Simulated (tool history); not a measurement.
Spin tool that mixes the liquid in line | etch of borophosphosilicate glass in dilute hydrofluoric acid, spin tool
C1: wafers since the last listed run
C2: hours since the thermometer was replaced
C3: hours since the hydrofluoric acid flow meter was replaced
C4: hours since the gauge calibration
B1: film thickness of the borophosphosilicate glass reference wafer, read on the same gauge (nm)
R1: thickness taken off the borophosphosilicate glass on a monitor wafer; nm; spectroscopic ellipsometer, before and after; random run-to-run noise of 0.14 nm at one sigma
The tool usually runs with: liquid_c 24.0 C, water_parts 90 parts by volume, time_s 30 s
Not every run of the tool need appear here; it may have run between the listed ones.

run 1 hour=0.0 | liquid_c=24.0 water_parts=90 time_s=30 | C1=0 C2=2621.5 C3=422.1 C4=2126.7 | B1=42.01 | R1=22.01
run 2 hour=59.3 | liquid_c=24.0 water_parts=105 time_s=30 | C1=860 C2=2680.8 C3=481.4 C4=2186.0 | B1=42.03 | R1=18.39
run 3 hour=93.6 | liquid_c=24.0 water_parts=105 time_s=30 | C1=497 C2=2715.1 C3=515.7 C4=2220.3 | B1=42.00 | R1=18.41
run 4 hour=148.3 | liquid_c=24.0 water_parts=105 time_s=30 | C1=793 C2=2769.8 C3=570.4 C4=2275.0 | B1=42.04 | R1=18.39
-- hour=193.8 thermometer replaced
run 5 hour=317.6 | liquid_c=24.0 water_parts=90 time_s=30 | C1=2442 C2=123.8 C3=739.7 C4=2444.3 | B1=42.08 | R1=22.00
run 6 hour=377.3 | liquid_c=24.0 water_parts=120 time_s=30 | C1=866 C2=183.5 C3=799.4 C4=2504.0 | B1=42.10 | R1=15.86
run 7 hour=436.8 | liquid_c=24.0 water_parts=90 time_s=30 | C1=863 C2=243.0 C3=858.9 C4=2563.5 | B1=42.10 | R1=21.88
run 8 hour=468.5 | liquid_c=24.0 water_parts=90 time_s=30 | C1=460 C2=274.7 C3=890.6 C4=2595.2 | B1=42.08 | R1=22.03
run 9 hour=510.2 | liquid_c=20.0 water_parts=90 time_s=35 | C1=605 C2=316.4 C3=932.3 C4=2636.9 | B1=42.08 | R1=22.05
run 10 hour=558.6 | liquid_c=20.0 water_parts=90 time_s=30 | C1=702 C2=364.8 C3=980.7 C4=2685.3 | B1=42.12 | R1=18.41
run 11 hour=596.6 | liquid_c=21.5 water_parts=110 time_s=20 | C1=551 C2=402.8 C3=1018.7 C4=2723.3 | B1=42.08 | R1=10.62
run 12 hour=663.6 | liquid_c=24.0 water_parts=90 time_s=15 | C1=972 C2=469.8 C3=1085.7 C4=2790.3 | B1=42.13 | R1=11.01
run 13 hour=714.5 | liquid_c=24.0 water_parts=130 time_s=30 | C1=738 C2=520.7 C3=1136.6 C4=2841.2 | B1=42.15 | R1=14.50
run 14 hour=757.6 | liquid_c=24.0 water_parts=90 time_s=30 | C1=625 C2=563.8 C3=1179.7 C4=2884.3 | B1=42.15 | R1=22.12
run 15 hour=810.6 | liquid_c=24.0 water_parts=90 time_s=30 | C1=769 C2=616.8 C3=1232.7 C4=2937.3 | B1=42.13 | R1=22.08
run 16 hour=847.4 | liquid_c=28.5 water_parts=75 time_s=25 | C1=534 C2=653.6 C3=1269.5 C4=2974.1 | B1=42.13 | R1=27.18
run 17 hour=872.1 | liquid_c=26.0 water_parts=105 time_s=25 | C1=358 C2=678.3 C3=1294.2 C4=2998.8 | B1=42.15 | R1=16.65
run 18 hour=916.4 | liquid_c=24.0 water_parts=90 time_s=30 | C1=642 C2=722.6 C3=1338.5 C4=3043.1 | B1=42.19 | R1=22.02
run 19 hour=971.3 | liquid_c=21.0 water_parts=90 time_s=15 | C1=796 C2=777.5 C3=1393.4 C4=3098.0 | B1=42.16 | R1=9.61
-- hour=1009.1 hydrofluoric acid flow meter replaced
run 20 hour=1038.5 | liquid_c=27.0 water_parts=90 time_s=30 | C1=960 C2=844.7 C3=29.4 C4=3165.2 | B1=42.17 | R1=24.57
run 21 hour=1096.2 | liquid_c=24.0 water_parts=90 time_s=30 | C1=837 C2=902.4 C3=87.1 C4=3222.9 | B1=42.17 | R1=21.66
run 22 hour=1120.6 | liquid_c=28.0 water_parts=90 time_s=30 | C1=354 C2=926.8 C3=111.5 C4=3247.3 | B1=42.17 | R1=25.75
-- hour=1161.3 gauge calibrated
run 23 hour=1163.9 | liquid_c=24.0 water_parts=90 time_s=30 | C1=628 C2=970.1 C3=154.8 C4=2.6 | B1=40.01 | R1=20.87
run 24 hour=1234.8 | liquid_c=20.0 water_parts=90 time_s=15 | C1=1029 C2=1041.0 C3=225.7 C4=73.5 | B1=40.13 | R1=8.86
run 25 hour=1284.0 | liquid_c=28.5 water_parts=115 time_s=15 | C1=714 C2=1090.2 C3=274.9 C4=122.7 | B1=40.26 | R1=9.49
run 26 hour=1325.6 | liquid_c=19.0 water_parts=75 time_s=15 | C1=603 C2=1131.8 C3=316.5 C4=164.3 | B1=40.33 | R1=10.51
run 27 hour=1394.2 | liquid_c=21.5 water_parts=80 time_s=50 | C1=995 C2=1200.4 C3=385.1 C4=232.9 | B1=40.46 | R1=36.10
run 28 hour=1457.6 | liquid_c=22.5 water_parts=90 time_s=35 | C1=920 C2=1263.8 C3=448.5 C4=296.3 | B1=40.57 | R1=23.30
run 29 hour=1515.5 | liquid_c=24.0 water_parts=90 time_s=30 | C1=840 C2=1321.7 C3=506.4 C4=354.2 | B1=40.68 | R1=21.28
run 30 hour=1706.8 | liquid_c=24.0 water_parts=90 time_s=50 | C1=2776 C2=1513.0 C3=697.7 C4=545.5 | B1=40.96 | R1=35.96
run 31 hour=1754.3 | liquid_c=24.0 water_parts=115 time_s=30 | C1=689 C2=1560.5 C3=745.2 C4=593.0 | B1=40.98 | R1=16.12

Estimate the outcome of run 32 from the log above:
run 32 hour=1815.6 | liquid_c=24.0 water_parts=90 time_s=30 | C1=889 C2=1621.8 C3=806.5 C4=654.3 | B1=? | R1=?

Logged for run 32: B1 41.05, R1 21.57 nm.
Take away the tool's hidden state, keep the run-to-run variation as it was, and the same run would have given R1 21.01 nm.
